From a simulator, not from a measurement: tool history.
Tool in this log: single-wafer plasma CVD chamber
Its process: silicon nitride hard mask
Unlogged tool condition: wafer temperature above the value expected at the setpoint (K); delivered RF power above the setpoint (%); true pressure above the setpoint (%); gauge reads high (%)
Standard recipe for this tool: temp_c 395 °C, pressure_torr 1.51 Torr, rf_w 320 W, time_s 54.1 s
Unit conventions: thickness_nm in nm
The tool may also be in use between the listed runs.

run,hour,temp_c,pressure_torr,rf_w,time_s,wafers since the last listed run,hours since the last thermocouple change,hours since the last RF generator calibration,hours since the last manometer calibration,hours since the showerhead was replaced,hours since the gauge calibration,"read-back reference wafer on the same gauge, thickness_nm",thickness_nm
1,0.0,395,1.51,320,54.1,0,2674.1,1033.7,1995.9,4865.5,379.0,54.711,63.397
# hour 8.1: capacitance manometer re-zeroed and calibrated
2,12.9,395,1.51,320,54.1,144,2687.0,1046.6,4.8,4878.4,391.9,54.708,63.466
# hour 32.5: showerhead replaced
3,33.0,395,1.51,320,54.1,357,2707.1,1066.7,24.9,0.5,412.0,54.717,63.507
4,34.6,387,1.69,320,54.1,47,2708.7,1068.3,26.5,2.1,413.6,54.711,65.539
5,52.1,387,1.69,320,54.1,517,2726.2,1085.8,44.0,19.6,431.1,54.669,65.762
6,61.6,387,1.69,320,54.1,280,2735.7,1095.3,53.5,29.1,440.6,54.731,66.168
7,74.9,395,1.51,320,54.1,393,2749.0,1108.6,66.8,42.4,453.9,54.753,63.885
8,88.6,395,1.51,320,54.1,405,2762.7,1122.3,80.5,56.1,467.6,54.732,63.336
9,95.9,395,1.51,320,54.1,215,2770.0,1129.6,87.8,63.4,474.9,54.687,63.537
10,103.5,384,1.35,320,57.4,224,2777.6,1137.2,95.4,71.0,482.5,54.741,65.791
11,116.5,403,1.34,320,60.3,384,2790.6,1150.2,108.4,84.0,495.5,54.693,67.789
# hour 126.3: thermocouple changed; heater temperature recalibrated
12,133.0,383,1.51,320,54.1,251,6.7,1166.7,124.9,100.5,512.0,54.658,63.314
13,144.9,389,1.63,265,50.9,351,18.6,1178.6,136.8,112.4,523.9,54.741,53.869
14,155.5,395,1.22,320,54.1,313,29.2,1189.2,147.4,123.0,534.5,54.670,59.368
# hour 156.1: gauge calibrated
15,168.4,408,1.25,365,54.1,381,42.1,1202.1,160.3,135.9,12.3,54.702,65.006
16,177.1,395,1.69,320,43.9,257,50.8,1210.8,169.0,144.6,21.0,54.683,53.005
# hour 186.7: RF generator calibrated
17,187.2,395,1.51,320,54.1,62,60.9,0.5,179.1,154.7,31.1,54.696,63.398
18,198.0,406,1.51,320,54.1,319,71.7,11.3,189.9,165.5,41.9,54.671,63.435
19,214.9,395,1.51,320,54.1,499,88.6,28.2,206.8,182.4,58.8,54.665,63.316
20,231.0,395,1.51,320,54.1,476,104.7,44.3,222.9,198.5,74.9,54.740,63.625
21,248.5,395,1.51,270,54.1,517,122.2,61.8,240.4,216.0,92.4,54.723,56.973
22,264.9,395,1.76,320,63.0,484,138.6,78.2,256.8,232.4,108.8,54.681,76.931
23,275.3,395,1.51,320,54.1,307,149.0,88.6,267.2,242.8,119.2,54.707,63.200
24,293.2,408,1.51,290,54.1,529,166.9,106.5,285.1,260.7,137.1,54.684,59.362
25,300.9,395,1.51,255,54.1,227,174.6,114.2,292.8,268.4,144.8,54.723,54.532
26,314.6,395,1.51,320,54.1,405,188.3,127.9,306.5,282.1,158.5,54.707,63.762
27,321.4,395,1.34,320,54.1,201,195.1,134.7,313.3,288.9,165.3,54.708,61.167
28,329.8,395,1.82,280,54.1,248,203.5,143.1,321.7,297.3,173.7,54.679,61.070
29,346.6,395,1.86,320,54.1,496,220.3,159.9,338.5,314.1,190.5,54.687,67.518
30,355.9,391,1.51,320,50.7,274,229.6,169.2,347.8,323.4,199.8,54.688,59.411

Each row is a separate what-if for the run after 30, all from the same tool condition, not one after another. Results?
A,356.3,409,1.51,320,54.1,11,230.0,169.6,348.2,323.8,200.2,?,?
B,356.3,395,1.51,320,63.9,11,230.0,169.6,348.2,323.8,200.2,?,?
C,356.3,382,1.81,340,62.9,11,230.0,169.6,348.2,323.8,200.2,?,?

run,"read-back reference wafer on the same gauge, thickness_nm",thickness_nm
A,54.697,63.172
B,54.697,74.989
C,54.697,81.117
With the hidden condition removed and each run's random variation left untouched, the same runs would have given:
run,thickness_nm
A,63.172
B,74.989
C,81.117
